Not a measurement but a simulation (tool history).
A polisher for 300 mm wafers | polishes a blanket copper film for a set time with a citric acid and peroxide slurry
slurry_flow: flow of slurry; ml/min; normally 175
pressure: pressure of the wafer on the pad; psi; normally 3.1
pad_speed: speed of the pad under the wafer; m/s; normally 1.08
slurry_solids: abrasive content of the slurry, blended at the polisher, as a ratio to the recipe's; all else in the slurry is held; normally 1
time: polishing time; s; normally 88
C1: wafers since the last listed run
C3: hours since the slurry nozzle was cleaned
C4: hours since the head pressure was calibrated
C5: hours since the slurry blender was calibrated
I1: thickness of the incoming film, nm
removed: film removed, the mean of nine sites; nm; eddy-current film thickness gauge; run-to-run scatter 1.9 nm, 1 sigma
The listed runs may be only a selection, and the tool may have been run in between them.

{"run": 1, "hour": 0.0, "slurry_flow": 175, "pressure": 3.1, "pad_speed": 0.92, "slurry_solids": 1, "time": 88, "C1": 0, "wafers polished on this pad": 1178, "C3": 13.1, "C4": 404.3, "C5": 373.9, "I1": 1265.8, "removed": 134.7}
{"hour": 0.5, "done": "slurry blender recalibrated"}
{"run": 2, "hour": 23.4, "slurry_flow": 175, "pressure": 3.1, "pad_speed": 1.26, "slurry_solids": 1, "time": 88, "C1": 256, "wafers polished on this pad": 1434, "C3": 36.5, "C4": 427.7, "C5": 22.9, "I1": 1271.8, "removed": 206.8}
{"hour": 37.2, "done": "worn pad replaced by a new one"}
{"run": 3, "hour": 39.0, "slurry_flow": 175, "pressure": 3.1, "pad_speed": 1.26, "slurry_solids": 1, "time": 88, "C1": 129, "wafers polished on this pad": 20, "C3": 52.1, "C4": 443.3, "C5": 38.5, "I1": 1271.8, "removed": 202.5}
{"run": 4, "hour": 69.6, "slurry_flow": 175, "pressure": 4.0, "pad_speed": 1.08, "slurry_solids": 1, "time": 75, "C1": 342, "wafers polished on this pad": 362, "C3": 82.7, "C4": 473.9, "C5": 69.1, "I1": 1267.2, "removed": 191.0}
{"run": 5, "hour": 97.6, "slurry_flow": 175, "pressure": 4.0, "pad_speed": 1.08, "slurry_solids": 1, "time": 75, "C1": 313, "wafers polished on this pad": 676, "C3": 110.7, "C4": 501.9, "C5": 97.1, "I1": 1269.8, "removed": 185.6}
{"run": 6, "hour": 115.0, "slurry_flow": 145, "pressure": 3.1, "pad_speed": 1.08, "slurry_solids": 1, "time": 88, "C1": 194, "wafers polished on this pad": 871, "C3": 128.1, "C4": 519.3, "C5": 114.5, "I1": 1280.9, "removed": 167.4}
{"run": 7, "hour": 128.7, "slurry_flow": 145, "pressure": 3.1, "pad_speed": 1.08, "slurry_solids": 1, "time": 88, "C1": 153, "wafers polished on this pad": 1024, "C3": 141.8, "C4": 533.0, "C5": 128.2, "I1": 1257.3, "removed": 171.1}
{"hour": 161.3, "done": "worn pad replaced by a new one"}
{"run": 8, "hour": 163.2, "slurry_flow": 175, "pressure": 3.1, "pad_speed": 1.08, "slurry_solids": 1, "time": 88, "C1": 341, "wafers polished on this pad": 21, "C3": 176.3, "C4": 567.5, "C5": 162.7, "I1": 1269.3, "removed": 171.1}
{"run": 9, "hour": 178.5, "slurry_flow": 175, "pressure": 3.1, "pad_speed": 1.08, "slurry_solids": 1, "time": 88, "C1": 171, "wafers polished on this pad": 192, "C3": 191.6, "C4": 582.8, "C5": 178.0, "I1": 1269.4, "removed": 172.6}
{"run": 10, "hour": 192.7, "slurry_flow": 175, "pressure": 3.1, "pad_speed": 1.08, "slurry_solids": 1, "time": 88, "C1": 159, "wafers polished on this pad": 351, "C3": 205.8, "C4": 597.0, "C5": 192.2, "I1": 1250.7, "removed": 172.0}
{"hour": 194.3, "done": "slurry nozzle cleaned"}
{"run": 11, "hour": 206.6, "slurry_flow": 175, "pressure": 3.1, "pad_speed": 1.08, "slurry_solids": 1, "time": 88, "C1": 144, "wafers polished on this pad": 496, "C3": 12.3, "C4": 610.9, "C5": 206.1, "I1": 1293.6, "removed": 170.3}
{"run": 12, "hour": 229.1, "slurry_flow": 175, "pressure": 3.1, "pad_speed": 1.08, "slurry_solids": 1, "time": 88, "C1": 251, "wafers polished on this pad": 748, "C3": 34.8, "C4": 633.4, "C5": 228.6, "I1": 1274.9, "removed": 167.2}
{"run": 13, "hour": 243.0, "slurry_flow": 140, "pressure": 3.1, "pad_speed": 1.08, "slurry_solids": 1, "time": 88, "C1": 155, "wafers polished on this pad": 903, "C3": 48.7, "C4": 647.3, "C5": 242.5, "I1": 1273.7, "removed": 161.0}
{"run": 14, "hour": 264.0, "slurry_flow": 140, "pressure": 3.1, "pad_speed": 1.08, "slurry_solids": 1, "time": 88, "C1": 235, "wafers polished on this pad": 1138, "C3": 69.7, "C4": 668.3, "C5": 263.5, "I1": 1254.0, "removed": 163.5}

Run 15 is up next; what results do you expect?
{"hour": 285.5, "done": "worn pad replaced by a new one"}
{"hour": 288.7, "done": "slurry blender recalibrated"}
{"run": 15, "hour": 294.0, "slurry_flow": 175, "pressure": 4.1, "pad_speed": 1.08, "slurry_solids": 1, "time": 72, "C1": 268, "wafers polished on this pad": 72, "C3": 99.7, "C4": 698.3, "C5": 5.3, "I1": 1282.7, "removed": "?"}

Run 15 gave removed 193.3 nm.
If the tool had no hidden condition, the same run with the same run-to-run variation would have returned removed 194.4 nm.
